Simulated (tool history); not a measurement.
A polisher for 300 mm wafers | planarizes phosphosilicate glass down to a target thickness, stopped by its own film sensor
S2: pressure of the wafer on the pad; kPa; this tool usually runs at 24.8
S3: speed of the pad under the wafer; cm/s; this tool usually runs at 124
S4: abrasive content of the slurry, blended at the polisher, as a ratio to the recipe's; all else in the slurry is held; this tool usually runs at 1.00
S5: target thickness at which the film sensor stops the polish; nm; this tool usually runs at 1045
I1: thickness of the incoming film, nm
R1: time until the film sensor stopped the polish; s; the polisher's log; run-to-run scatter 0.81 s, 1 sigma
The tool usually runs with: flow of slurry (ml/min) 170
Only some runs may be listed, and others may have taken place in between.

run 1 day=0.000 | flow_of_slurry_(ml/min)=170 S2=24.8 S3=124 S4=1.00 S5=913 | I1=1803.6 | R1=71.7
run 2 day=1.888 | flow_of_slurry_(ml/min)=170 S2=24.8 S3=134 S4=1.00 S5=1045 | I1=1822.1 | R1=57.8
run 3 day=3.029 | flow_of_slurry_(ml/min)=170 S2=24.8 S3=134 S4=1.00 S5=1045 | I1=1791.0 | R1=57.1
-- day=3.925 slurry blender recalibrated
-- day=5.479 head pressure recalibrated
-- day=5.942 slurry nozzle cleaned
-- day=6.033 conditioning disc replaced and pad reconditioned
run 4 day=6.621 | flow_of_slurry_(ml/min)=170 S2=24.8 S3=124 S4=1.00 S5=1045 | I1=1827.5 | R1=63.7
run 5 day=7.883 | flow_of_slurry_(ml/min)=110 S2=19.3 S3=146 S4=1.10 S5=1045 | I1=1854.1 | R1=79.8
run 6 day=9.225 | flow_of_slurry_(ml/min)=170 S2=31.0 S3=124 S4=1.00 S5=1208 | I1=1820.0 | R1=41.6
run 7 day=11.338 | flow_of_slurry_(ml/min)=170 S2=24.8 S3=124 S4=1.00 S5=1045 | I1=1828.5 | R1=66.9
run 8 day=12.417 | flow_of_slurry_(ml/min)=170 S2=24.8 S3=124 S4=1.00 S5=1045 | I1=1861.9 | R1=72.6
run 9 day=14.775 | flow_of_slurry_(ml/min)=170 S2=32.4 S3=140 S4=1.00 S5=1045 | I1=1818.0 | R1=48.6
-- day=15.746 worn pad replaced by a new one
run 10 day=16.038 | flow_of_slurry_(ml/min)=170 S2=24.8 S3=124 S4=0.85 S5=1045 | I1=1846.8 | R1=68.1
-- day=17.925 slurry blender recalibrated
run 11 day=18.512 | flow_of_slurry_(ml/min)=170 S2=24.8 S3=82 S4=1.00 S5=1045 | I1=1807.4 | R1=84.9
run 12 day=20.612 | flow_of_slurry_(ml/min)=170 S2=24.8 S3=98 S4=1.00 S5=1138 | I1=1794.1 | R1=64.0
-- day=22.012 head pressure recalibrated
run 13 day=23.904 | flow_of_slurry_(ml/min)=170 S2=24.8 S3=124 S4=1.00 S5=1045 | I1=1841.8 | R1=65.5
-- day=26.271 slurry nozzle cleaned
run 14 day=26.412 | flow_of_slurry_(ml/min)=170 S2=32.4 S3=124 S4=1.00 S5=1045 | I1=1802.1 | R1=48.6
run 15 day=28.238 | flow_of_slurry_(ml/min)=215 S2=24.8 S3=124 S4=1.00 S5=1045 | I1=1843.6 | R1=67.8
run 16 day=29.829 | flow_of_slurry_(ml/min)=170 S2=24.8 S3=162 S4=1.00 S5=1045 | I1=1794.3 | R1=54.1
-- day=31.121 conditioning disc replaced and pad reconditioned
-- day=31.775 worn pad replaced by a new one
run 17 day=32.371 | flow_of_slurry_(ml/min)=170 S2=24.8 S3=124 S4=1.00 S5=1045 | I1=1826.1 | R1=62.0
-- day=33.750 slurry blender recalibrated
run 18 day=33.850 | flow_of_slurry_(ml/min)=130 S2=17.2 S3=92 S4=1.00 S5=1312 | I1=1829.8 | R1=80.4
run 19 day=36.758 | flow_of_slurry_(ml/min)=205 S2=24.8 S3=124 S4=1.00 S5=1045 | I1=1822.4 | R1=60.6
run 20 day=37.800 | flow_of_slurry_(ml/min)=190 S2=29.6 S3=88 S4=1.20 S5=1045 | I1=1822.4 | R1=63.3

For run 21, what comes out?
-- day=40.492 head pressure recalibrated
run 21 day=40.546 | flow_of_slurry_(ml/min)=185 S2=30.3 S3=124 S4=1.00 S5=1045 | I1=1806.6 | R1=?

{"run 21": {"R1": 49.4}}
Minus the tool's unlogged condition, the same run would have read R1 47.2 s.
